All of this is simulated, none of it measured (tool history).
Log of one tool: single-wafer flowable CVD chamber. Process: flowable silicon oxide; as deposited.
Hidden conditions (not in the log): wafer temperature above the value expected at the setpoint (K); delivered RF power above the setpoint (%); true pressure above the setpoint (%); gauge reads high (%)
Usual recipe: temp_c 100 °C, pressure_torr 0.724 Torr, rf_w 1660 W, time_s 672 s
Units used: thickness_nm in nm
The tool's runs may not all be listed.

| run | hour | temp_c | pressure_torr | rf_w | time_s | wafers since the last listed run | hours since the last thermocouple change | hours since the last RF generator calibration | hours since the last manometer calibration | hours since the showerhead was replaced | hours since the gauge calibration | read-back reference wafer on the same gauge, thickness_nm | thickness_nm |
|---|---|---|---|---|---|---|---|---|---|---|---|---|---|
| 1 | 0 | 100 | 0.606 | 1660 | 672 | 0 | 1106.2 | 1909.8 | 2902.8 | 54.5 | 594.4 | 352.822 | 299.623 |
| 2 | 7.9 | 100 | 0.606 | 1660 | 672 | 32 | 1114.1 | 1917.7 | 2910.7 | 62.4 | 602.3 | 353.364 | 299.525 |
| 3 | 15.5 | 100 | 0.724 | 1785 | 672 | 31 | 1121.7 | 1925.3 | 2918.3 | 70 | 609.9 | 353.07 | 341.215 |
| 4 | 27.5 | 100 | 0.724 | 1785 | 672 | 49 | 1133.7 | 1937.3 | 2930.3 | 82 | 621.9 | 353.021 | 343.203 |
|  | 41.4 | RF generator calibrated |
| 5 | 45.2 | 100 | 0.724 | 1660 | 672 | 40 | 1151.4 | 3.8 | 2948 | 99.7 | 639.6 | 352.902 | 328.719 |
| 6 | 59.1 | 100 | 0.724 | 1660 | 672 | 57 | 1165.3 | 17.7 | 2961.9 | 113.6 | 653.5 | 353.303 | 328.022 |
|  | 68.3 | thermocouple changed; heater temperature recalibrated |
| 7 | 77 | 100 | 0.724 | 1660 | 672 | 41 | 8.7 | 35.6 | 2979.8 | 131.5 | 671.4 | 353.021 | 356.217 |
| 8 | 86 | 100 | 0.778 | 1660 | 672 | 37 | 17.7 | 44.6 | 2988.8 | 140.5 | 680.4 | 353.134 | 371.131 |
| 9 | 100.4 | 100 | 0.724 | 1940 | 672 | 59 | 32.1 | 59 | 3003.2 | 154.9 | 694.8 | 352.952 | 382.905 |
| 10 | 108.2 | 100 | 0.724 | 1370 | 672 | 32 | 39.9 | 66.8 | 3011 | 162.7 | 702.6 | 353.234 | 280.1 |
|  | 132.5 | gauge calibrated |
|  | 156.1 | capacitance manometer re-zeroed and calibrated |
| 11 | 159.7 | 100 | 0.724 | 1660 | 606 | 180 | 91.4 | 118.3 | 3.6 | 214.2 | 27.2 | 352.787 | 318.748 |
| 12 | 170.2 | 86 | 0.833 | 1525 | 760 | 43 | 101.9 | 128.8 | 14.1 | 224.7 | 37.7 | 353.711 | 615.953 |
| 13 | 180.9 | 114 | 0.663 | 1750 | 672 | 44 | 112.6 | 139.5 | 24.8 | 235.4 | 48.4 | 353.129 | 227.689 |
| 14 | 198.2 | 100 | 0.724 | 1660 | 672 | 71 | 129.9 | 156.8 | 42.1 | 252.7 | 65.7 | 352.978 | 355.935 |
| 15 | 213.9 | 88 | 0.621 | 1380 | 775 | 65 | 145.6 | 172.5 | 57.8 | 268.4 | 81.4 | 352.675 | 434.829 |
| 16 | 226 | 110 | 0.786 | 1850 | 597 | 50 | 157.7 | 184.6 | 69.9 | 280.5 | 93.5 | 353.043 | 254.418 |
| 17 | 242.2 | 100 | 0.724 | 1660 | 672 | 67 | 173.9 | 200.8 | 86.1 | 296.7 | 109.7 | 353.169 | 352.824 |
| 18 | 256.6 | 112 | 0.724 | 1660 | 672 | 59 | 188.3 | 215.2 | 100.5 | 311.1 | 124.1 | 352.657 | 240.986 |
| 19 | 269.3 | 100 | 0.724 | 1430 | 575 | 52 | 201 | 227.9 | 113.2 | 323.8 | 136.8 | 353.289 | 254.766 |
| 20 | 284.6 | 110 | 0.724 | 1880 | 637 | 63 | 216.3 | 243.2 | 128.5 | 339.1 | 152.1 | 352.598 | 260.732 |
| 21 | 294 | 100 | 0.724 | 1760 | 596 | 38 | 225.7 | 252.6 | 137.9 | 348.5 | 161.5 | 352.931 | 321.517 |
| 22 | 304.3 | 91 | 0.724 | 1810 | 719 | 42 | 236 | 262.9 | 148.2 | 358.8 | 171.8 | 353.097 | 523.607 |
| 23 | 318.8 | 105 | 0.782 | 1660 | 767 | 60 | 250.5 | 277.4 | 162.7 | 373.3 | 186.3 | 352.799 | 356.094 |
| 24 | 350.9 | 100 | 0.771 | 1660 | 672 | 133 | 282.6 | 309.5 | 194.8 | 405.4 | 218.4 | 352.916 | 363.776 |
| 25 | 358.6 | 93 | 0.724 | 1660 | 592 | 31 | 290.3 | 317.2 | 202.5 | 413.1 | 226.1 | 353.112 | 382.239 |
| 26 | 369.9 | 100 | 0.724 | 1660 | 591 | 46 | 301.6 | 328.5 | 213.8 | 424.4 | 237.4 | 353.079 | 308.041 |
| 27 | 381.7 | 106 | 0.598 | 1470 | 711 | 48 | 313.4 | 340.3 | 225.6 | 436.2 | 249.2 | 352.808 | 244.547 |
| 28 | 396.9 | 100 | 0.724 | 1660 | 672 | 63 | 328.6 | 355.5 | 240.8 | 451.4 | 264.4 | 353.587 | 347.573 |

Below are 4 alternative next runs, each starting from the tool's condition after run 28. Predict each:
| A | 397.5 | 100 | 0.599 | 1660 | 672 | 2 | 329.2 | 356.1 | 241.4 | 452 | 265 | ? | ? |
| B | 397.5 | 100 | 0.814 | 1390 | 553 | 2 | 329.2 | 356.1 | 241.4 | 452 | 265 | ? | ? |
| C | 397.5 | 106 | 0.587 | 1745 | 563 | 2 | 329.2 | 356.1 | 241.4 | 452 | 265 | ? | ? |
| D | 397.5 | 94 | 0.724 | 1660 | 672 | 2 | 329.2 | 356.1 | 241.4 | 452 | 265 | ? | ? |

| run | read-back reference wafer on the same gauge, thickness_nm | thickness_nm |
|---|---|---|
| A | 352.917 | 314.151 |
| B | 352.917 | 246.281 |
| C | 352.917 | 222.565 |
| D | 352.917 | 416.981 |
Had the tool no hidden state, the same runs would have come out as:
| run | thickness_nm |
|---|---|
| A | 318.78 |
| B | 249.91 |
| C | 225.747 |
| D | 422.953 |
